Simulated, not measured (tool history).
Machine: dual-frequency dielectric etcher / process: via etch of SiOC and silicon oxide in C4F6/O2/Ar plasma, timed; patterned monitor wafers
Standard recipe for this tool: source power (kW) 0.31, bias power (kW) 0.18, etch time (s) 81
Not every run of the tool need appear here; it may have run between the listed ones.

run	day	source power (kW)	bias power (kW)	etch time (s)	wafers since the last listed run	hours since the last wet clean	hours since the last source power generator calibration	hours since the last bias power generator calibration	hours since the last upper electrode change	hours since the gauge calibration	read-back reference wafer on the same gauge, depth_nm	mean etch depth across the wafer (nm)
1	0	0.31	0.18	81	0	181.2	3503.1	1901.5	2622.9	269.4	84.1	79.6
2	1.233	0.31	0.18	81	301	210.8	3532.7	1931.1	2652.5	299	84.1	79.7
3	6.817	0.31	0.18	81	1364	344.8	3666.7	2065.1	2786.5	433	84.1	80.1
4	9.696	0.31	0.18	81	703	413.9	3735.8	2134.2	2855.6	502.1	84.1	80.1
# day 10.742: wet clean of the chamber
5	11.488	0.31	0.18	81	193	17.9	3778.8	2177.2	2898.6	545.1	84.1	80.1
# day 13.129: source power generator calibrated
6	13.754	0.31	0.18	81	513	72.3	15	2231.6	2953	599.5	84.1	78
7	14.95	0.31	0.18	81	292	101	43.7	2260.3	2981.7	628.2	84.1	78
# day 15.904: bias power generator calibrated
# day 17.892: upper electrode replaced
8	17.912	0.31	0.18	81	438	172.1	114.8	48.2	0.5	699.3	84.1	76.7
9	18.712	0.26	0.145	69	195	191.3	134	67.4	19.7	718.5	84.1	55.2
10	20.675	0.28	0.141	88.5	479	238.4	181.1	114.5	66.8	765.6	84.1	73.8
# day 21.229: gauge calibrated
11	21.892	0.31	0.214	81	297	267.6	210.3	143.7	96	15.9	84.1	81
12	24.433	0.31	0.18	62	621	328.6	271.3	204.7	157	76.9	84.1	59.1
# day 28.679: wet clean of the chamber
13	31.5	0.31	0.18	81	1482	67.7	440.9	374.3	326.6	246.5	84.1	77.2
14	33.775	0.31	0.18	81	555	122.3	495.5	428.9	381.2	301.1	84.1	77.3

What would each run have given without the hidden state, its run-to-run variation left as it was?
Hidden state at play: etch rate over this chamber's usual, %; source power that arrives over what is set, %; bias power that arrives over what is set, %; gauge reads high (%).
run	mean etch depth across the wafer (nm)
1	76.7
2	76.7
3	76.9
4	76.7
5	76.7
6	76.6
7	76.6
8	76.3
9	55
10	73.4
11	80.5
12	58.8
13	76.6
14	76.7
